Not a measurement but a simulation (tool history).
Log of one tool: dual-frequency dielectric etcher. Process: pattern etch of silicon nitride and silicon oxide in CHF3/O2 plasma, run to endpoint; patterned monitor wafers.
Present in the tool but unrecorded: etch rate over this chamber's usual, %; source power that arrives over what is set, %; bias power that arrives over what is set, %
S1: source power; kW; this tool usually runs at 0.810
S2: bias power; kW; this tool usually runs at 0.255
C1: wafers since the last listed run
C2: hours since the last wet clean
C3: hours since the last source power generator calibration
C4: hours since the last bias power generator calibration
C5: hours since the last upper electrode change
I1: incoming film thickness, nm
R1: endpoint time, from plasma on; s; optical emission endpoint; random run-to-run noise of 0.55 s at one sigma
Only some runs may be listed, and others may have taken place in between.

run	day	S1	S2	C1	C2	C3	C4	C5	I1	R1
1	0.000	0.810	0.255	0	276.3	3339.4	2221.9	3292.9	309.4	166.1
2	1.604	0.810	0.255	164	314.8	3377.9	2260.4	3331.4	312.8	167.3
3	3.379	0.810	0.255	182	357.4	3420.5	2303.0	3374.0	309.1	165.2
# day 6.271: wet clean of the chamber
4	6.292	0.750	0.238	196	0.5	3490.4	2372.9	3443.9	310.1	177.4
5	8.833	0.750	0.238	260	61.5	3551.4	2433.9	3504.9	309.5	175.5
6	11.375	0.810	0.255	260	122.5	3612.4	2494.9	3565.9	310.5	167.0
# day 13.700: upper electrode replaced
7	14.058	0.810	0.255	172	186.9	3676.8	2559.3	8.6	310.4	168.3
8	15.204	0.810	0.255	117	214.4	3704.3	2586.8	36.1	310.0	166.3
9	17.121	0.810	0.255	196	260.4	3750.3	2632.8	82.1	307.3	165.5
10	20.058	0.810	0.255	301	330.9	3820.8	2703.3	152.6	305.9	164.6
# day 22.529: source power generator calibrated
# day 22.775: bias power generator calibrated
# day 23.258: wet clean of the chamber
11	23.279	0.810	0.255	246	0.5	18.0	12.1	229.9	311.3	166.5
12	23.612	0.810	0.255	34	8.5	26.0	20.1	237.9	309.2	166.9
13	25.208	0.810	0.217	163	46.8	64.3	58.4	276.2	309.4	172.9
14	27.225	0.650	0.223	206	95.2	112.7	106.8	324.6	310.8	192.5
15	29.688	0.710	0.208	252	154.3	171.8	165.9	383.7	308.7	187.1
16	30.754	0.810	0.218	109	179.9	197.4	191.5	409.3	308.3	172.9
17	32.229	0.880	0.255	151	215.3	232.8	226.9	444.7	306.5	159.0
18	33.625	0.750	0.214	143	248.8	266.3	260.4	478.2	307.1	180.8
19	35.333	0.810	0.255	175	289.8	307.3	301.4	519.2	307.8	165.7
20	36.662	0.810	0.285	136	321.7	339.2	333.3	551.1	312.4	163.6
21	38.992	0.810	0.218	239	377.6	395.1	389.2	607.0	309.8	174.2
22	40.254	0.990	0.221	129	407.9	425.4	419.5	637.3	308.7	158.3

Each row is a separate what-if for the run after 22, all from the same tool condition, not one after another. Results?
A	40.275	0.810	0.255	2	408.4	425.9	420.0	637.8	306.1	?
B	40.275	0.630	0.217	2	408.4	425.9	420.0	637.8	306.1	?
C	40.275	0.680	0.296	2	408.4	425.9	420.0	637.8	306.1	?
D	40.275	0.970	0.239	2	408.4	425.9	420.0	637.8	306.1	?

run	R1
A	165.6
B	194.8
C	171.9
D	155.4
Without the tool's hidden state the same runs would have given:
run	R1
A	165.6
B	194.8
C	171.9
D	155.4
